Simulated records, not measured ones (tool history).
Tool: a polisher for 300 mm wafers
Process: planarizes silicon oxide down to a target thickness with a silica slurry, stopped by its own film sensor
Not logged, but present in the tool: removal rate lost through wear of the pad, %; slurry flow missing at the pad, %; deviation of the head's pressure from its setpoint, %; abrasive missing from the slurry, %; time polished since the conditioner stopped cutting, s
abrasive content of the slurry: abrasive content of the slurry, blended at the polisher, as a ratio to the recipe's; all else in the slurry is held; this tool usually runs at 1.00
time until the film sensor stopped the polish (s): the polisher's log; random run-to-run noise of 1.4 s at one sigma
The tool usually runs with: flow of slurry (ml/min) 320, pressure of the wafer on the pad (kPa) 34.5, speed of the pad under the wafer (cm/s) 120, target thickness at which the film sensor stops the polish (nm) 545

| run | hour | flow of slurry (ml/min) | pressure of the wafer on the pad (kPa) | speed of the pad under the wafer (cm/s) | abrasive content of the slurry | target thickness at which the film sensor stops the polish (nm) | wafers since the last listed run | wafers polished on this pad | hours since the slurry nozzle was cleaned | hours since the head pressure was calibrated | hours since the slurry blender was calibrated | hours since the conditioning disc was replaced | incoming thickness of the incoming film, nm | time until the film sensor stopped the polish (s) |
|---|---|---|---|---|---|---|---|---|---|---|---|---|---|---|
| 1 | 0.0 | 245 | 34.5 | 120 | 0.90 | 545 | 0 | 1014 | 218.0 | 16.1 | 274.1 | 241.8 | 856.7 | 85.6 |
| 2 | 45.0 | 245 | 34.5 | 120 | 0.90 | 545 | 473 | 1487 | 263.0 | 61.1 | 319.1 | 286.8 | 840.5 | 83.6 |
| 3 | 98.6 | 245 | 34.5 | 120 | 0.90 | 545 | 563 | 2051 | 316.6 | 114.7 | 372.7 | 340.4 | 865.6 | 89.5 |
|  | 113.2 | slurry blender recalibrated |
| 4 | 134.1 | 320 | 26.2 | 120 | 1.00 | 545 | 352 | 2403 | 352.1 | 150.2 | 20.9 | 375.9 | 839.3 | 88.7 |
| 5 | 175.7 | 420 | 24.8 | 120 | 1.00 | 545 | 437 | 2841 | 393.7 | 191.8 | 62.5 | 417.5 | 841.3 | 91.9 |
|  | 198.0 | conditioning disc replaced and pad reconditioned |
|  | 207.9 | slurry nozzle cleaned |
| 6 | 212.4 | 240 | 34.5 | 162 | 0.70 | 618 | 354 | 3195 | 4.5 | 228.5 | 99.2 | 14.4 | 850.2 | 57.8 |
| 7 | 265.1 | 320 | 34.5 | 120 | 1.00 | 545 | 554 | 3750 | 57.2 | 281.2 | 151.9 | 67.1 | 863.0 | 83.4 |
| 8 | 314.4 | 225 | 34.5 | 98 | 1.10 | 611 | 518 | 4268 | 106.5 | 330.5 | 201.2 | 116.4 | 866.2 | 76.9 |
| 9 | 343.6 | 360 | 25.5 | 120 | 1.00 | 545 | 307 | 4575 | 135.7 | 359.7 | 230.4 | 145.6 | 862.4 | 101.6 |
|  | 348.7 | worn pad replaced by a new one |
| 10 | 407.2 | 320 | 34.5 | 120 | 1.00 | 545 | 626 | 615 | 199.3 | 423.3 | 294.0 | 209.2 | 857.2 | 79.4 |
|  | 454.9 | head pressure recalibrated |
| 11 | 493.3 | 320 | 43.4 | 104 | 1.15 | 483 | 884 | 1500 | 285.4 | 38.4 | 380.1 | 295.3 | 847.9 | 84.7 |
|  | 508.1 | slurry blender recalibrated |
| 12 | 554.0 | 320 | 34.5 | 120 | 1.00 | 545 | 617 | 2117 | 346.1 | 99.1 | 45.9 | 356.0 | 865.6 | 86.7 |
|  | 582.0 | conditioning disc replaced and pad reconditioned |
|  | 587.8 | slurry nozzle cleaned |
| 13 | 593.9 | 320 | 46.2 | 120 | 1.00 | 439 | 388 | 2506 | 6.1 | 139.0 | 85.8 | 11.9 | 855.3 | 92.8 |
| 14 | 652.3 | 320 | 29.6 | 120 | 0.70 | 545 | 614 | 3120 | 64.5 | 197.4 | 144.2 | 70.3 | 842.1 | 99.7 |
| 15 | 679.0 | 425 | 34.5 | 96 | 1.25 | 455 | 280 | 3401 | 91.2 | 224.1 | 170.9 | 97.0 | 837.2 | 105.1 |
| 16 | 781.2 | 395 | 44.1 | 120 | 0.90 | 545 | 1075 | 4476 | 193.4 | 326.3 | 273.1 | 199.2 | 860.0 | 74.6 |
| 17 | 817.8 | 320 | 26.9 | 120 | 1.00 | 545 | 384 | 4861 | 230.0 | 362.9 | 309.7 | 235.8 | 856.1 | 92.9 |
|  | 822.0 | worn pad replaced by a new one |
|  | 856.1 | head pressure recalibrated |
| 18 | 858.0 | 250 | 34.5 | 120 | 0.85 | 451 | 359 | 357 | 270.2 | 1.9 | 349.9 | 276.0 | 847.8 | 108.5 |
| 19 | 894.9 | 245 | 34.5 | 120 | 0.90 | 545 | 388 | 745 | 307.1 | 38.8 | 386.8 | 312.9 | 854.3 | 82.9 |
| 20 | 928.6 | 320 | 34.5 | 140 | 1.00 | 545 | 354 | 1100 | 340.8 | 72.5 | 420.5 | 346.6 | 861.1 | 71.4 |
| 21 | 955.1 | 320 | 34.5 | 120 | 1.00 | 632 | 278 | 1378 | 367.3 | 99.0 | 447.0 | 373.1 | 845.9 | 55.8 |
|  | 969.0 | slurry blender recalibrated |
|  | 983.0 | slurry nozzle cleaned |
| 22 | 1002.9 | 320 | 34.5 | 134 | 1.00 | 545 | 471 | 1850 | 19.9 | 146.8 | 33.9 | 420.9 | 859.6 | 76.5 |
|  | 1011.2 | conditioning disc replaced and pad reconditioned |
| 23 | 1063.6 | 320 | 34.5 | 120 | 1.00 | 545 | 617 | 2467 | 80.6 | 207.5 | 94.6 | 52.4 | 865.6 | 83.2 |
| 24 | 1130.6 | 405 | 34.5 | 82 | 0.90 | 545 | 704 | 3172 | 147.6 | 274.5 | 161.6 | 119.4 | 851.4 | 106.7 |
| 25 | 1161.1 | 380 | 42.7 | 120 | 0.90 | 647 | 320 | 3493 | 178.1 | 305.0 | 192.1 | 149.9 | 844.8 | 46.8 |

Entry by entry between the runs, the difference in hidden state between the last listed run before and the first listed run after:
Logged between run 3 and run 4: slurry blender recalibrated (hour 113.2)
  removal rate lost through wear of the pad, %: 6.63 -> 7.09
  measured value less the no-hidden-state value, time until the film sensor stopped the polish (s): +6.0 -> +6.3
Logged between run 5 and run 6: conditioning disc replaced and pad reconditioned (hour 198.0); slurry nozzle cleaned (hour 207.9)
  removal rate lost through wear of the pad, %: 7.49 -> 7.76
  measured value less the no-hidden-state value, time until the film sensor stopped the polish (s): +6.9 -> +4.5
Logged between run 9 and run 10: worn pad replaced by a new one (hour 348.7)
  removal rate lost through wear of the pad, %: 8.3 -> 4.58
  measured value less the no-hidden-state value, time until the film sensor stopped the polish (s): +8.4 -> +3.7
Logged between run 10 and run 11: head pressure recalibrated (hour 454.9)
  removal rate lost through wear of the pad, %: 4.58 -> 7.13
  measured value less the no-hidden-state value, time until the film sensor stopped the polish (s): +3.7 -> +6.0
Logged between run 11 and run 12: slurry blender recalibrated (hour 508.1)
  removal rate lost through wear of the pad, %: 7.13 -> 8.18
  measured value less the no-hidden-state value, time until the film sensor stopped the polish (s): +6.0 -> +7.1
Logged between run 12 and run 13: conditioning disc replaced and pad reconditioned (hour 582.0); slurry nozzle cleaned (hour 587.8)
  removal rate lost through wear of the pad, %: 8.18 -> 8.65
  measured value less the no-hidden-state value, time until the film sensor stopped the polish (s): +7.1 -> +8.1
Logged between run 17 and run 18: worn pad replaced by a new one (hour 822.0); head pressure recalibrated (hour 856.1)
  removal rate lost through wear of the pad, %: 9.79 -> 2.34
  measured value less the no-hidden-state value, time until the film sensor stopped the polish (s): +9.1 -> +2.5
Logged between run 21 and run 22: slurry blender recalibrated (hour 969.0); slurry nozzle cleaned (hour 983.0)
  removal rate lost through wear of the pad, %: 5.61 -> 6.55
  measured value less the no-hidden-state value, time until the film sensor stopped the polish (s): +3.1 -> +5.0
Logged between run 22 and run 23: conditioning disc replaced and pad reconditioned (hour 1011.2)
  removal rate lost through wear of the pad, %: 6.55 -> 7.36
  measured value less the no-hidden-state value, time until the film sensor stopped the polish (s): +5.0 -> +6.1

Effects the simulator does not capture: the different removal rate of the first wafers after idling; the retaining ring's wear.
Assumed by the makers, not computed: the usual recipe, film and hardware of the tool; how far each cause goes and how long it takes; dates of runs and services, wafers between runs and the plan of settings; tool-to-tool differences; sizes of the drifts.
